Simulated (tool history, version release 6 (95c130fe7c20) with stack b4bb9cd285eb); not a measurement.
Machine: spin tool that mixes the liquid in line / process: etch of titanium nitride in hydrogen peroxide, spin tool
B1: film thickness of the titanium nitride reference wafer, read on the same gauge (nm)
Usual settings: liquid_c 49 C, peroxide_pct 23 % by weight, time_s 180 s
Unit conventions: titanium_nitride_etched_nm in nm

run 1 hour=0 | liquid_c=49 peroxide_pct=23 time_s=180 | B1=70.01 | titanium_nitride_etched_nm=6.83
run 2 hour=37 | liquid_c=49 peroxide_pct=23 time_s=180 | B1=69.98 | titanium_nitride_etched_nm=6.83
run 3 hour=184.4 | liquid_c=49 peroxide_pct=23 time_s=180 | B1=70.04 | titanium_nitride_etched_nm=6.87
run 4 hour=242.3 | liquid_c=43.5 peroxide_pct=19 time_s=180 | B1=69.98 | titanium_nitride_etched_nm=4.4
-- hour=274.9 new drum of peroxide connected
run 5 hour=288.4 | liquid_c=49 peroxide_pct=23 time_s=180 | B1=69.97 | titanium_nitride_etched_nm=6.95
run 6 hour=358.6 | liquid_c=49 peroxide_pct=23 time_s=180 | B1=70 | titanium_nitride_etched_nm=6.96
run 7 hour=418.6 | liquid_c=43 peroxide_pct=23 time_s=180 | B1=70.05 | titanium_nitride_etched_nm=4.45
run 8 hour=466.6 | liquid_c=49 peroxide_pct=23 time_s=100 | B1=69.98 | titanium_nitride_etched_nm=3.84
run 9 hour=512.3 | liquid_c=49 peroxide_pct=23 time_s=100 | B1=69.98 | titanium_nitride_etched_nm=3.84
run 10 hour=565.2 | liquid_c=49 peroxide_pct=23 time_s=180 | B1=70.02 | titanium_nitride_etched_nm=6.96
run 11 hour=625.6 | liquid_c=41.5 peroxide_pct=25 time_s=220 | B1=69.95 | titanium_nitride_etched_nm=4.98
-- hour=656 heated supply line repaired
run 12 hour=679.3 | liquid_c=43 peroxide_pct=23 time_s=180 | B1=69.97 | titanium_nitride_etched_nm=4.43
run 13 hour=723.1 | liquid_c=49 peroxide_pct=23 time_s=180 | B1=70.01 | titanium_nitride_etched_nm=6.95
-- hour=898 new drum of peroxide connected
run 14 hour=907.3 | liquid_c=54.5 peroxide_pct=23 time_s=180 | B1=70.01 | titanium_nitride_etched_nm=10.39
-- hour=945.2 thermometer replaced
run 15 hour=966.5 | liquid_c=40.5 peroxide_pct=21 time_s=120 | B1=69.98 | titanium_nitride_etched_nm=2.32
run 16 hour=991.5 | liquid_c=49 peroxide_pct=23 time_s=180 | B1=69.98 | titanium_nitride_etched_nm=6.74
run 17 hour=1021.2 | liquid_c=43.5 peroxide_pct=18.5 time_s=220 | B1=70.01 | titanium_nitride_etched_nm=5.26
-- hour=1044.7 gauge calibrated
run 18 hour=1055.1 | liquid_c=49 peroxide_pct=23 time_s=180 | B1=69.98 | titanium_nitride_etched_nm=6.84
-- hour=1071.4 peroxide flow meter replaced
run 19 hour=1094.4 | liquid_c=49 peroxide_pct=23 time_s=115 | B1=69.99 | titanium_nitride_etched_nm=4.29
run 20 hour=1153 | liquid_c=57.5 peroxide_pct=20 time_s=180 | B1=70.01 | titanium_nitride_etched_nm=11.98
run 21 hour=1210.3 | liquid_c=53 peroxide_pct=23 time_s=275 | B1=70 | titanium_nitride_etched_nm=13.73
run 22 hour=1281.5 | liquid_c=49 peroxide_pct=23 time_s=180 | B1=70.01 | titanium_nitride_etched_nm=6.75
run 23 hour=1322.2 | liquid_c=52.5 peroxide_pct=29 time_s=250 | B1=70 | titanium_nitride_etched_nm=12.96
run 24 hour=1361.2 | liquid_c=55.5 peroxide_pct=23 time_s=180 | B1=70.03 | titanium_nitride_etched_nm=10.8
run 25 hour=1412.5 | liquid_c=49 peroxide_pct=20.5 time_s=120 | B1=69.99 | titanium_nitride_etched_nm=4.44
run 26 hour=1475.3 | liquid_c=55.5 peroxide_pct=23 time_s=180 | B1=69.99 | titanium_nitride_etched_nm=10.91

Below, some changes in titanium_nitride_etched_nm between adjacent runs. For each, the amount present without the hidden state too (settings, incoming material, random variation) and the amount remaining for the hidden state with gauge scatter not shared by both compared results:
The tool's hidden condition here consists of: liquid hotter than its thermometer reads (K); peroxide flow below the setpoint (%); temperature lost on the way to the wafer (K); peroxide weaker than its label (%); gauge reads high (%).
Run 13 -> 14: liquid_c 49 -> 54.5, new drum of peroxide connected. titanium_nitride_etched_nm +3.44 nm: hidden state +0.15, all else +3.29.
Run 14 -> 15: liquid_c 54.5 -> 40.5, peroxide_pct 23 -> 21, time_s 180 -> 120, thermometer replaced. titanium_nitride_etched_nm -8.07 nm: hidden state -0.38, all else -7.69.
Run 19 -> 20: liquid_c 49 -> 57.5, peroxide_pct 23 -> 20, time_s 115 -> 180. titanium_nitride_etched_nm +7.69 nm: hidden state +0.06, all else +7.63.
